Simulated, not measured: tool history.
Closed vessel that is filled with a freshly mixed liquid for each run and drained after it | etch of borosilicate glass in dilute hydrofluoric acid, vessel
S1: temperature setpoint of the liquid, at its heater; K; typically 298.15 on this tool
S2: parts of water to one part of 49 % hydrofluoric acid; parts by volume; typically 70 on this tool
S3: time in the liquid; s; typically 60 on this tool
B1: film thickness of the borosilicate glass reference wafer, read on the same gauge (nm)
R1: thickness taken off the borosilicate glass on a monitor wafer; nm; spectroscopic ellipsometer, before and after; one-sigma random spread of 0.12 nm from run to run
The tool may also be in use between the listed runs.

run   hour      S1  S2  S3     B1     R1
  1      0  298.15  70  80     90   24.7
  2   31.4  298.15  70  80  89.97  25.09
  3   66.9  298.15  70  80  89.99  24.86
  4   96.7  298.15  70  50  89.98  15.57
  5  113.7  298.15  70  60  90.01  18.69
  6  146.4  296.15  70  60  90.01  17.24
  7  180.9  296.15  70  60  90.03  17.68
  8  215.9  298.15  70  60  89.99  18.92
  9  228.4  298.15  70  90     90  28.22
 10  312.2  300.65  70  60  89.97  22.52
 11  346.4  301.15  70  80  89.99  30.61
 12  378.1  298.15  70  35  90.02  10.15
 13  391.4  296.15  55  75  89.97  26.59
 14  411.7  298.15  70  60  89.99  17.54
 15  433.3  301.65  50  35  89.99  17.31
 16  450.1  299.65  90  60  90.01  14.12
 17  469.5  300.65  70  60  90.01  19.79

Withheld: 4 entries from between the runs. Position of each, and hidden state at the listed run before versus the listed run after:
From run 8 to run 9: gauge calibrated (hour 216.1)
  hydrofluoric acid flow above the setpoint (%): 8.25 -> 8.4
  what was measured, less what the result would be without the hidden state, R1: +1.57 -> +2.37 nm
From run 9 to run 10: hydrofluoric acid flow meter replaced (hour 270.5); thermometer replaced (hour 304.9)
  hydrofluoric acid flow above the setpoint (%): 8.4 -> 15.1
  what was measured, less what the result would be without the hidden state, R1: +2.37 -> +3.2 nm
From run 11 to run 12: hydrofluoric acid flow meter replaced, repeated, since the last time left the tool worse (hour 356.4)
  hydrofluoric acid flow above the setpoint (%): 15.5 -> 1.01
  what was measured, less what the result would be without the hidden state, R1: +4.46 -> +0.11 nm

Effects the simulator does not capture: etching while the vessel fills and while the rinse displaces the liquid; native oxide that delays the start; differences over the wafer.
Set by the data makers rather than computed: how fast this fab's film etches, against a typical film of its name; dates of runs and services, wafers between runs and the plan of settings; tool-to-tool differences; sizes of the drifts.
